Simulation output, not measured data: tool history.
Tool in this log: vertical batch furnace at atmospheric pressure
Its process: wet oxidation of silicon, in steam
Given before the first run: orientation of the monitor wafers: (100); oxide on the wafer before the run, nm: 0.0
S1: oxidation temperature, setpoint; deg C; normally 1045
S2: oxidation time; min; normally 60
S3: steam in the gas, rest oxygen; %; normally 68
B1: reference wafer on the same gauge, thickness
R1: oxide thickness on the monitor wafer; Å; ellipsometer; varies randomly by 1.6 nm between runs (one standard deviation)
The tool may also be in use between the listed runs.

| run | hour | S1 | S2 | S3 | B1 | R1 |
|---|---|---|---|---|---|---|
| 1 | 0 | 1045 | 43 | 68 | 411.15 | 3152.4 |
| 2 | 12.1 | 1045 | 60 | 68 | 411.83 | 3908.7 |
|  | 41.9 | gauge calibrated |
| 3 | 43.6 | 1045 | 60 | 73 | 411.72 | 4064.5 |
| 4 | 62.8 | 1045 | 60 | 73 | 411.2 | 4080.6 |
| 5 | 86.3 | 1045 | 60 | 73 | 411.79 | 4066.9 |
| 6 | 107.3 | 1045 | 60 | 68 | 411.96 | 3875.9 |
| 7 | 140.9 | 1045 | 60 | 68 | 412.62 | 3873.2 |
| 8 | 159 | 1045 | 60 | 68 | 412.34 | 3867.4 |
| 9 | 185.6 | 1045 | 60 | 68 | 411.63 | 3892.6 |
| 10 | 203.9 | 1045 | 60 | 68 | 412.28 | 3877.6 |
| 11 | 222.9 | 1045 | 60 | 68 | 411.83 | 3887.9 |
| 12 | 238.4 | 1028 | 60 | 68 | 412.19 | 3492.2 |
| 13 | 254 | 1028 | 60 | 68 | 412.06 | 3484.1 |
| 14 | 270.7 | 1045 | 60 | 68 | 412.18 | 3881.9 |
| 15 | 306.2 | 1045 | 60 | 68 | 411.64 | 3884.3 |
| 16 | 320.5 | 1045 | 60 | 58 | 412.56 | 3492.8 |
| 17 | 340.9 | 1031 | 81 | 72 | 412.36 | 4478 |
|  | 386 | steam generator serviced |
|  | 404 | thermocouples replaced and temperature profile calibrated |
| 18 | 404.5 | 1052 | 86.5 | 57 | 412.73 | 4402.1 |
| 19 | 409.6 | 1056 | 80 | 63 | 412.82 | 4593.6 |
| 20 | 414.8 | 1045 | 60 | 68 | 411.5 | 3767.6 |
| 21 | 434.8 | 1068 | 60 | 59 | 411.69 | 3901.2 |
| 22 | 456.9 | 1060 | 73.5 | 74 | 412.22 | 4875.2 |
| 23 | 470.2 | 1045 | 70.5 | 63 | 411.76 | 3969.9 |
| 24 | 496.5 | 1045 | 60 | 68 | 412.27 | 3732.8 |
| 25 | 529.7 | 1045 | 60 | 78 | 412.14 | 4087.2 |
|  | 572.9 | steam generator serviced, repeated, since the last time left the tool worse |
| 26 | 573.4 | 1024 | 36 | 60 | 411.81 | 2269.6 |
| 27 | 593 | 1045 | 60 | 68 | 411.88 | 4012.1 |
| 28 | 608.7 | 1031 | 72 | 68 | 412.54 | 4126.4 |
| 29 | 629.6 | 1045 | 60 | 68 | 412.06 | 4023 |
| 30 | 665.5 | 1029 | 46 | 72 | 411.76 | 3167.7 |
| 31 | 681.3 | 1032 | 60 | 79 | 411.48 | 4090 |
| 32 | 710.3 | 1021 | 37.5 | 61 | 412.01 | 2318.2 |
| 33 | 730.2 | 1028 | 47 | 76 | 412.1 | 3310 |
| 34 | 754.4 | 1038 | 43.5 | 68 | 412.25 | 3140.8 |
| 35 | 777.9 | 1056 | 60 | 59 | 412.22 | 3904 |
| 36 | 794.8 | 1031 | 87 | 75 | 412.26 | 4960.1 |
| 37 | 807.4 | 1026 | 51 | 61 | 412.15 | 2968 |

Consider 5 possible next runs. They are alternatives, not a sequence: every one starts from the tool as it was left by run 37. What does each give?
| A | 812.6 | 1045 | 60 | 68 | ? | ? |
| B | 812.6 | 1045 | 60 | 57 | ? | ? |
| C | 812.6 | 1057 | 36 | 71 | ? | ? |
| D | 812.6 | 1045 | 45.5 | 68 | ? | ? |
| E | 812.6 | 1045 | 50 | 68 | ? | ? |

| run | B1 | R1 |
|---|---|---|
| A | 412.35 | 4031.6 |
| B | 412.35 | 3602.9 |
| C | 412.35 | 3214.6 |
| D | 412.35 | 3377.2 |
| E | 412.35 | 3589.4 |
Without the tool's hidden state the same runs would have given:
| run | R1 |
|---|---|
| A | 4039.3 |
| B | 3609.9 |
| C | 3220.9 |
| D | 3383.8 |
| E | 3596.4 |
